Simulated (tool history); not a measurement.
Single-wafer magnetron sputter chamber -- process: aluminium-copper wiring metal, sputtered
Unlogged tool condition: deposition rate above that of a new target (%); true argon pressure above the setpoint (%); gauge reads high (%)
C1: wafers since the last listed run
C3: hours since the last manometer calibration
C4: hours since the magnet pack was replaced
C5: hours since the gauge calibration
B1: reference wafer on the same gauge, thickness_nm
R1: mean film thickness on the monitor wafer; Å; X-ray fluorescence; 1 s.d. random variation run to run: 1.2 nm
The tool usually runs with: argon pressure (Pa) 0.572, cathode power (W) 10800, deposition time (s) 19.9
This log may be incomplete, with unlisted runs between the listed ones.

Run 1, hour 0: usual settings; C1 0; wafers on the sputter target 7918; C3 2182.8; C4 10700.9; C5 141; B1 322.358. Result: R1 3747.4 Å.
Run 2, hour 44.5: usual settings; C1 1155; wafers on the sputter target 9073; C3 2227.3; C4 10745.4; C5 185.5; B1 322.767. Result: R1 3755.42 Å.
At hour 63.1: magnet pack replaced.
At hour 64.3: sputter target and shields replaced.
Run 3, hour 64.8: usual settings but deposition time (s) 17.6; C1 287; wafers on the sputter target 12; C3 2247.6; C4 1.7; C5 205.8; B1 322.829. Result: R1 3314.12 Å.
Run 4, hour 74.4: usual settings but deposition time (s) 17.6; C1 249; wafers on the sputter target 261; C3 2257.2; C4 11.3; C5 215.4; B1 322.886. Result: R1 3319.52 Å.
At hour 78.2: gauge calibrated.
Run 5, hour 90.4: usual settings but argon pressure (Pa) 0.498; C1 415; wafers on the sputter target 676; C3 2273.2; C4 27.3; C5 12.2; B1 322.705. Result: R1 3879.29 Å.
Run 6, hour 105.5: usual settings but argon pressure (Pa) 0.498; C1 392; wafers on the sputter target 1069; C3 2288.3; C4 42.4; C5 27.3; B1 323.046. Result: R1 3867.99 Å.
Run 7, hour 118.5: usual settings but argon pressure (Pa) 0.498; C1 337; wafers on the sputter target 1406; C3 2301.3; C4 55.4; C5 40.3; B1 322.774. Result: R1 3864.37 Å.
Run 8, hour 132.5: usual settings; C1 363; wafers on the sputter target 1770; C3 2315.3; C4 69.4; C5 54.3; B1 323.217. Result: R1 3757.83 Å.
Run 9, hour 138.9: usual settings but argon pressure (Pa) 0.43, cathode power (W) 13400, deposition time (s) 22.2; C1 166; wafers on the sputter target 1936; C3 2321.7; C4 75.8; C5 60.7; B1 323.124. Result: R1 5466.37 Å.
Run 10, hour 146.6: usual settings but argon pressure (Pa) 0.753, cathode power (W) 11950, deposition time (s) 17.7; C1 199; wafers on the sputter target 2136; C3 2329.4; C4 83.5; C5 68.4; B1 322.731. Result: R1 3448.09 Å.
At hour 159.7: capacitance manometer re-zeroed and calibrated.
Run 11, hour 162.9: usual settings; C1 215; wafers on the sputter target 2351; C3 3.2; C4 99.8; C5 84.7; B1 323.023. Result: R1 3745.48 Å.
Run 12, hour 175.3: usual settings but argon pressure (Pa) 0.364, deposition time (s) 21.7; C1 322; wafers on the sputter target 2673; C3 15.6; C4 112.2; C5 97.1; B1 323.13. Result: R1 4434.78 Å.
Run 13, hour 181.3: usual settings but argon pressure (Pa) 0.418; C1 155; wafers on the sputter target 2829; C3 21.6; C4 118.2; C5 103.1; B1 323.235. Result: R1 3998.16 Å.
Run 14, hour 194: usual settings but argon pressure (Pa) 0.764, cathode power (W) 8600, deposition time (s) 21; C1 329; wafers on the sputter target 3159; C3 34.3; C4 130.9; C5 115.8; B1 322.999. Result: R1 2929.36 Å.
Run 15, hour 206.9: usual settings but argon pressure (Pa) 0.51, cathode power (W) 8800, deposition time (s) 16.1; C1 334; wafers on the sputter target 3494; C3 47.2; C4 143.8; C5 128.7; B1 322.717. Result: R1 2528.5 Å.

What differs in the tool's unlogged condition from the final listed run ahead of each entry between runs to the first listed run following it?
Between runs 2 and 3: magnet pack replaced (hour 63.1); sputter target and shields replaced (hour 64.3)
  no difference in the tool's unlogged condition between these two runs
Between runs 4 and 5: gauge calibrated (hour 78.2)
  no difference in the tool's unlogged condition between these two runs
Between runs 10 and 11: capacitance manometer re-zeroed and calibrated (hour 159.7)
  no difference in the tool's unlogged condition between these two runs
